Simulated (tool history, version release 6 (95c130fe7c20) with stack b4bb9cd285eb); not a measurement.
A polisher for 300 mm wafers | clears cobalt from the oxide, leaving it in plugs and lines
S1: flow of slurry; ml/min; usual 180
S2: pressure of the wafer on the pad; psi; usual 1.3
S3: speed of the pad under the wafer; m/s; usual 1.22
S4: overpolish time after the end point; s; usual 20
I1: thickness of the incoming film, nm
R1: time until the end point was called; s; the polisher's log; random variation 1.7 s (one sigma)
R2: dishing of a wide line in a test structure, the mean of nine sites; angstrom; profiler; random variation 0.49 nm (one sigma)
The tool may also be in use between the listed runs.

{"run": 1, "hour": 0.0, "S1": 200, "S2": 1.3, "S3": 1.22, "S4": 20, "I1": 407.3, "R1": 103.1, "R2": 414}
{"hour": 15.8, "done": "worn pad replaced by a new one"}
{"run": 2, "hour": 16.3, "S1": 200, "S2": 1.3, "S3": 1.22, "S4": 20, "I1": 392.1, "R1": 89.1, "R2": 440}
{"run": 3, "hour": 25.2, "S1": 200, "S2": 1.3, "S3": 1.22, "S4": 20, "I1": 403.4, "R1": 89.4, "R2": 430}
{"run": 4, "hour": 37.2, "S1": 180, "S2": 1.3, "S3": 1.5, "S4": 15, "I1": 399.2, "R1": 79.1, "R2": 412}
{"run": 5, "hour": 51.3, "S1": 180, "S2": 1.3, "S3": 1.5, "S4": 15, "I1": 399.9, "R1": 77.8, "R2": 408}
{"run": 6, "hour": 59.8, "S1": 180, "S2": 1.3, "S3": 0.94, "S4": 20, "I1": 400.4, "R1": 125, "R2": 363}
{"run": 7, "hour": 67.8, "S1": 180, "S2": 1.3, "S3": 1.22, "S4": 20, "I1": 398.2, "R1": 101.7, "R2": 421}
{"run": 8, "hour": 75.1, "S1": 180, "S2": 1.3, "S3": 1.22, "S4": 20, "I1": 404.3, "R1": 100.9, "R2": 414}
{"run": 9, "hour": 86.4, "S1": 180, "S2": 1.3, "S3": 1.32, "S4": 29, "I1": 403.4, "R1": 96.6, "R2": 476}
{"run": 10, "hour": 101.1, "S1": 180, "S2": 1.3, "S3": 1.32, "S4": 29, "I1": 394.3, "R1": 93.7, "R2": 494}
{"run": 11, "hour": 111.6, "S1": 180, "S2": 1.3, "S3": 1.32, "S4": 29, "I1": 398, "R1": 96.7, "R2": 477}
{"hour": 118.3, "done": "worn pad replaced by a new one"}
{"run": 12, "hour": 125.3, "S1": 180, "S2": 1.3, "S3": 1.22, "S4": 20, "I1": 394.4, "R1": 91.3, "R2": 425}
{"run": 13, "hour": 143.3, "S1": 180, "S2": 1.3, "S3": 1.22, "S4": 20, "I1": 407.6, "R1": 102.1, "R2": 414}
{"run": 14, "hour": 160.8, "S1": 180, "S2": 1.3, "S3": 1.22, "S4": 20, "I1": 402.4, "R1": 100.5, "R2": 406}
{"run": 15, "hour": 175.0, "S1": 180, "S2": 1.3, "S3": 1.22, "S4": 20, "I1": 398.1, "R1": 100.1, "R2": 423}
{"run": 16, "hour": 189.0, "S1": 180, "S2": 1.3, "S3": 1.22, "S4": 20, "I1": 401.8, "R1": 106.3, "R2": 419}
{"hour": 199.8, "done": "slurry nozzle cleaned"}
{"run": 17, "hour": 206.6, "S1": 180, "S2": 1.3, "S3": 1.22, "S4": 20, "I1": 400.6, "R1": 104.1, "R2": 412}
{"hour": 213.2, "done": "worn pad replaced by a new one"}
{"run": 18, "hour": 215.6, "S1": 235, "S2": 0.8, "S3": 1.22, "S4": 10, "I1": 403.9, "R1": 142.6, "R2": 221}
{"run": 19, "hour": 221.8, "S1": 180, "S2": 1.3, "S3": 1.32, "S4": 29, "I1": 394, "R1": 85.7, "R2": 480}
{"run": 20, "hour": 231.3, "S1": 180, "S2": 1.3, "S3": 1.54, "S4": 27, "I1": 403.8, "R1": 78.7, "R2": 493}
{"run": 21, "hour": 245.4, "S1": 235, "S2": 1.6, "S3": 1.44, "S4": 28, "I1": 398.3, "R1": 66.4, "R2": 511}
{"hour": 250.1, "done": "head pressure recalibrated"}
{"run": 22, "hour": 261.2, "S1": 210, "S2": 1.3, "S3": 1.48, "S4": 20, "I1": 409.4, "R1": 85.5, "R2": 450}
{"run": 23, "hour": 274.4, "S1": 180, "S2": 1.3, "S3": 1.5, "S4": 15, "I1": 405.5, "R1": 84.7, "R2": 391}
{"run": 24, "hour": 281.9, "S1": 180, "S2": 1.3, "S3": 1.22, "S4": 20, "I1": 394.7, "R1": 102.3, "R2": 404}
{"run": 25, "hour": 293.6, "S1": 180, "S2": 1.3, "S3": 1.22, "S4": 20, "I1": 397.6, "R1": 103.1, "R2": 408}
{"hour": 311.2, "done": "worn pad replaced by a new one"}
{"run": 26, "hour": 311.7, "S1": 130, "S2": 1.7, "S3": 0.94, "S4": 10, "I1": 406.3, "R1": 96.2, "R2": 286}
{"run": 27, "hour": 323.2, "S1": 180, "S2": 1.3, "S3": 1.22, "S4": 20, "I1": 400, "R1": 93.3, "R2": 428}
{"run": 28, "hour": 331.1, "S1": 145, "S2": 1.3, "S3": 1.22, "S4": 20, "I1": 403.4, "R1": 99.7, "R2": 421}
{"run": 29, "hour": 342.4, "S1": 130, "S2": 0.9, "S3": 1.22, "S4": 11, "I1": 397.9, "R1": 147.4, "R2": 221}
{"run": 30, "hour": 357.9, "S1": 205, "S2": 1.2, "S3": 1.22, "S4": 20, "I1": 395.7, "R1": 105.3, "R2": 405}
{"run": 31, "hour": 365.7, "S1": 150, "S2": 1.1, "S3": 1.42, "S4": 20, "I1": 396.7, "R1": 104.1, "R2": 403}
{"run": 32, "hour": 376.2, "S1": 180, "S2": 1.3, "S3": 1.22, "S4": 20, "I1": 398.2, "R1": 102.5, "R2": 417}
{"run": 33, "hour": 387.5, "S1": 125, "S2": 0.9, "S3": 1.22, "S4": 31, "I1": 397.2, "R1": 161.8, "R2": 408}
{"run": 34, "hour": 394.9, "S1": 180, "S2": 1.3, "S3": 1.22, "S4": 20, "I1": 399.3, "R1": 101.9, "R2": 408}

Measured less the same run without the tool's hidden state. The same run-to-run variation is in both; the gauge's scatter may not be:
The hidden state here: removal rate lost through wear of the pad, %; slurry flow missing at the pad, %; deviation of the head's pressure from its setpoint, %.
run=1 R1=+12.8 R2=-23
run=2 R1=+1.8 R2=-3
run=3 R1=+4.2 R2=-8
run=4 R1=+5.9 R2=-14
run=5 R1=+7.6 R2=-18
run=6 R1=+13.4 R2=-22
run=7 R1=+11.6 R2=-21
run=8 R1=+12.1 R2=-23
run=9 R1=+12.2 R2=-15
run=10 R1=+12.4 R2=-16
run=11 R1=+13.1 R2=-17
run=12 R1=+3.2 R2=-6
run=13 R1=+7.7 R2=-13
run=14 R1=+10 R2=-18
run=15 R1=+11.2 R2=-21
run=16 R1=+12.9 R2=-23
run=17 R1=+13.4 R2=-24
run=18 R1=+4.9 R2=-6
run=19 R1=+4.5 R2=-6
run=20 R1=+5.9 R2=-7
run=21 R1=+6.6 R2=-7
run=22 R1=+10.1 R2=-18
run=23 R1=+10.9 R2=-25
run=24 R1=+13.6 R2=-25
run=25 R1=+14.2 R2=-26
run=26 R1=+1.5 R2=-3
run=27 R1=+4.5 R2=-8
run=28 R1=+6.6 R2=-13
run=29 R1=+12.6 R2=-16
run=30 R1=+11 R2=-20
run=31 R1=+11.6 R2=-21
run=32 R1=+12.1 R2=-22
run=33 R1=+20.1 R2=-23
run=34 R1=+12.9 R2=-23
